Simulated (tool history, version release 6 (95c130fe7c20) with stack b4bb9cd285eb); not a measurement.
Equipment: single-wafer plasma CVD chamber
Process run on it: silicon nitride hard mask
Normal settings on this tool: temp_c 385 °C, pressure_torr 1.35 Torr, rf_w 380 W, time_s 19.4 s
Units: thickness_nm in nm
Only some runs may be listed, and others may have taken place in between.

run	hour	temp_c	pressure_torr	rf_w	time_s	read-back reference wafer on the same gauge, thickness_nm	thickness_nm
1	0.0	385	1.35	425	19.4	23.994	30.292
2	14.0	385	1.35	380	19.4	24.005	28.441
3	31.5	373	1.35	380	19.4	23.999	28.600
4	46.5	385	1.35	380	19.4	24.009	28.483
5	69.2	385	1.35	380	19.4	23.998	28.509
6	98.4	385	1.35	380	19.4	24.008	28.524
7	133.9	397	1.35	380	19.4	23.997	28.329
8	150.7	385	1.35	380	19.4	23.999	28.517
9	211.1	385	1.35	380	19.4	23.997	28.489
# hour 230.3: capacitance manometer re-zeroed and calibrated
10	242.7	385	1.35	380	19.4	23.999	28.509
11	276.4	385	1.35	425	21.8	23.997	34.058
12	309.7	385	1.35	425	21.8	23.985	33.858
13	323.8	385	1.35	425	21.8	24.009	33.871
14	351.7	385	1.35	380	19.4	23.994	28.483
# hour 363.2: showerhead replaced
15	380.3	385	1.35	425	19.4	23.997	30.282

Run 16, settings as shown, results not yet in. Your forecast:
16	410.4	399	1.45	380	19.4	?	?

read-back reference wafer on the same gauge, thickness_nm: 24.003
thickness_nm: 29.228 nm
On a tool with no hidden condition, and with the same random variation, this run would have come out at thickness_nm 29.228 nm.
